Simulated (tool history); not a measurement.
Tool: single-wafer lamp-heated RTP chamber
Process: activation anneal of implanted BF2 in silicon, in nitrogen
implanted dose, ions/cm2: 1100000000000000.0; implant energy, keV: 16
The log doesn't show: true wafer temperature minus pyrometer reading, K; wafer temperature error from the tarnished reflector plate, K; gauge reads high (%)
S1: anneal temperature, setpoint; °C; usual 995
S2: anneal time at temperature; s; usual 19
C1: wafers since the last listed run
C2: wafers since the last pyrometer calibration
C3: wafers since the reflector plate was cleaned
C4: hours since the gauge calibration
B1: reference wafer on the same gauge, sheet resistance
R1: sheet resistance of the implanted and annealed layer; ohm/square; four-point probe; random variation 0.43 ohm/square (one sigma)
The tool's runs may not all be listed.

run,hour,S1,S2,C1,C2,C3,C4,B1,R1
1,0,995,19,0,3350,2170,115.8,197.99,211.95
2,36.2,995,19,626,3976,2796,152,198.02,211.7
3,86.2,995,19,865,4841,3661,202,198.06,211.14
4,146.5,1015,27,1043,5885,4704,262.3,198.16,168.01
# hour 217.6: pyrometer window cleaned and pyrometer calibrated
5,218.1,1015,27,1100,8,5805,333.9,198,170.31
6,254.4,1015,27,628,636,6433,370.2,198.05,170.02
7,311.5,995,19,987,1624,7421,427.3,198.05,213.41
8,348.9,974,30,647,2271,8068,464.7,197.93,236.72
9,410.2,974,30,1060,3331,9128,526,197.93,235.71
10,454.9,984,24,773,4105,9902,570.7,198.06,223.92
11,483.6,995,19,496,4601,10398,599.4,197.98,212.23
# hour 528.9: gauge calibrated
# hour 546.3: reflector plate cleaned
12,550.1,1012,23,1012,5613,65,21.2,198.18,177.44
# hour 609.8: pyrometer window cleaned and pyrometer calibrated
13,610.3,1005,19,903,8,968,81.4,198.08,197.18
14,659.5,995,19,851,859,1819,130.6,198.28,213.25
15,707.9,968,11,837,1697,2657,179,198.05,281.11

4 ways to go on from here, each from the tool as it stands after run 15. What would each give?
A,708.3,995,26,6,1704,2663,179.4,?,?
B,708.3,981,19,6,1704,2663,179.4,?,?
C,708.3,1021,30,6,1704,2663,179.4,?,?
D,708.3,1009,11,6,1704,2663,179.4,?,?

run,B1,R1
A,197.77,201.33
B,197.77,239.14
C,197.77,159.3
D,197.77,210.7
Without the tool's hidden state the same runs would have given:
run,R1
A,202.66
B,240.56
C,159.99
D,211.78
